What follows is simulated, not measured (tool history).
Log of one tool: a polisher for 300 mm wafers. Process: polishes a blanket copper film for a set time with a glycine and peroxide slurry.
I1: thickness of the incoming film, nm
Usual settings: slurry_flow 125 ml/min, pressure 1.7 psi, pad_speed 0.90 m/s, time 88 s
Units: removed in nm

{"run": 1, "day": 0.0, "slurry_flow": 125, "pressure": 1.7, "pad_speed": 0.9, "time": 88, "I1": 1761.1, "removed": 317.5}
{"run": 2, "day": 0.696, "slurry_flow": 125, "pressure": 1.7, "pad_speed": 0.9, "time": 88, "I1": 1799.9, "removed": 314.3}
{"run": 3, "day": 1.308, "slurry_flow": 125, "pressure": 1.7, "pad_speed": 0.9, "time": 88, "I1": 1794.2, "removed": 318.8}
{"run": 4, "day": 2.717, "slurry_flow": 125, "pressure": 1.7, "pad_speed": 0.9, "time": 88, "I1": 1740.3, "removed": 316.8}
{"run": 5, "day": 4.096, "slurry_flow": 125, "pressure": 1.7, "pad_speed": 1.02, "time": 88, "I1": 1763.8, "removed": 336.6}
{"day": 5.188, "done": "worn pad replaced by a new one"}
{"run": 6, "day": 5.208, "slurry_flow": 125, "pressure": 1.7, "pad_speed": 0.7, "time": 88, "I1": 1767.6, "removed": 285.2}
{"run": 7, "day": 6.1, "slurry_flow": 125, "pressure": 1.7, "pad_speed": 0.9, "time": 69, "I1": 1737.9, "removed": 248.1}
{"run": 8, "day": 7.067, "slurry_flow": 145, "pressure": 1.7, "pad_speed": 0.76, "time": 88, "I1": 1767.4, "removed": 299.3}
{"run": 9, "day": 8.392, "slurry_flow": 145, "pressure": 1.7, "pad_speed": 0.76, "time": 88, "I1": 1779.6, "removed": 302.7}
{"run": 10, "day": 12.133, "slurry_flow": 125, "pressure": 1.7, "pad_speed": 0.9, "time": 88, "I1": 1741.3, "removed": 313.6}
{"day": 12.546, "done": "worn pad replaced by a new one"}
{"run": 11, "day": 13.567, "slurry_flow": 125, "pressure": 1.7, "pad_speed": 0.9, "time": 88, "I1": 1776.7, "removed": 311.0}
{"run": 12, "day": 14.175, "slurry_flow": 125, "pressure": 1.7, "pad_speed": 0.9, "time": 88, "I1": 1746.6, "removed": 313.9}
{"run": 13, "day": 15.446, "slurry_flow": 125, "pressure": 1.7, "pad_speed": 0.82, "time": 88, "I1": 1769.0, "removed": 302.9}
{"run": 14, "day": 16.1, "slurry_flow": 125, "pressure": 1.7, "pad_speed": 0.82, "time": 88, "I1": 1795.8, "removed": 301.3}
{"run": 15, "day": 17.275, "slurry_flow": 125, "pressure": 1.7, "pad_speed": 0.9, "time": 88, "I1": 1792.2, "removed": 310.7}
{"run": 16, "day": 18.271, "slurry_flow": 125, "pressure": 1.7, "pad_speed": 0.9, "time": 88, "I1": 1773.4, "removed": 311.5}
{"day": 18.679, "done": "head pressure recalibrated"}
{"run": 17, "day": 19.521, "slurry_flow": 125, "pressure": 1.7, "pad_speed": 1.16, "time": 118, "I1": 1795.9, "removed": 468.9}
{"day": 20.146, "done": "worn pad replaced by a new one"}
{"run": 18, "day": 20.762, "slurry_flow": 125, "pressure": 1.7, "pad_speed": 0.9, "time": 88, "I1": 1789.4, "removed": 307.1}
{"run": 19, "day": 21.825, "slurry_flow": 140, "pressure": 1.7, "pad_speed": 0.9, "time": 68, "I1": 1774.3, "removed": 244.9}
{"run": 20, "day": 22.654, "slurry_flow": 125, "pressure": 1.5, "pad_speed": 1.08, "time": 111, "I1": 1754.6, "removed": 391.1}
{"run": 21, "day": 23.938, "slurry_flow": 125, "pressure": 1.7, "pad_speed": 1.2, "time": 116, "I1": 1737.7, "removed": 463.7}
{"day": 25.004, "done": "slurry nozzle cleaned"}
{"day": 27.062, "done": "worn pad replaced by a new one"}
{"run": 22, "day": 27.083, "slurry_flow": 160, "pressure": 1.2, "pad_speed": 0.9, "time": 106, "I1": 1783.1, "removed": 317.5}
{"run": 23, "day": 28.342, "slurry_flow": 125, "pressure": 1.7, "pad_speed": 0.68, "time": 69, "I1": 1768.4, "removed": 222.4}
{"run": 24, "day": 29.646, "slurry_flow": 165, "pressure": 1.7, "pad_speed": 0.8, "time": 102, "I1": 1772.1, "removed": 366.3}
{"run": 25, "day": 30.229, "slurry_flow": 125, "pressure": 1.7, "pad_speed": 0.9, "time": 88, "I1": 1775.6, "removed": 317.8}
{"run": 26, "day": 31.679, "slurry_flow": 125, "pressure": 2.1, "pad_speed": 0.66, "time": 88, "I1": 1758.8, "removed": 331.1}
{"run": 27, "day": 32.554, "slurry_flow": 110, "pressure": 1.7, "pad_speed": 0.9, "time": 88, "I1": 1787.9, "removed": 309.7}
{"run": 28, "day": 33.304, "slurry_flow": 125, "pressure": 1.7, "pad_speed": 0.9, "time": 88, "I1": 1777.0, "removed": 317.4}
{"day": 33.9, "done": "worn pad replaced by a new one"}
{"run": 29, "day": 34.654, "slurry_flow": 125, "pressure": 1.7, "pad_speed": 0.9, "time": 88, "I1": 1745.3, "removed": 318.0}

The tool's hidden state at each run:
removal rate lost through wear of the pad, %: 0 in every run
deviation of the head's pressure from its setpoint, %: 0 in every run
H1: slurry flow missing at the pad, %
run=1 H1=13.5
run=2 H1=14.5
run=3 H1=15.4
run=4 H1=17.3
run=5 H1=18.9
run=6 H1=20.1
run=7 H1=21
run=8 H1=21.9
run=9 H1=22.9
run=10 H1=25.4
run=11 H1=26.1
run=12 H1=26.4
run=13 H1=27
run=14 H1=27.3
run=15 H1=27.7
run=16 H1=28
run=17 H1=28.4
run=18 H1=28.8
run=19 H1=29
run=20 H1=29.2
run=21 H1=29.5
run=22 H1=8.86
run=23 H1=11.6
run=24 H1=14.1
run=25 H1=15.1
run=26 H1=17.5
run=27 H1=18.8
run=28 H1=19.8
run=29 H1=21.5
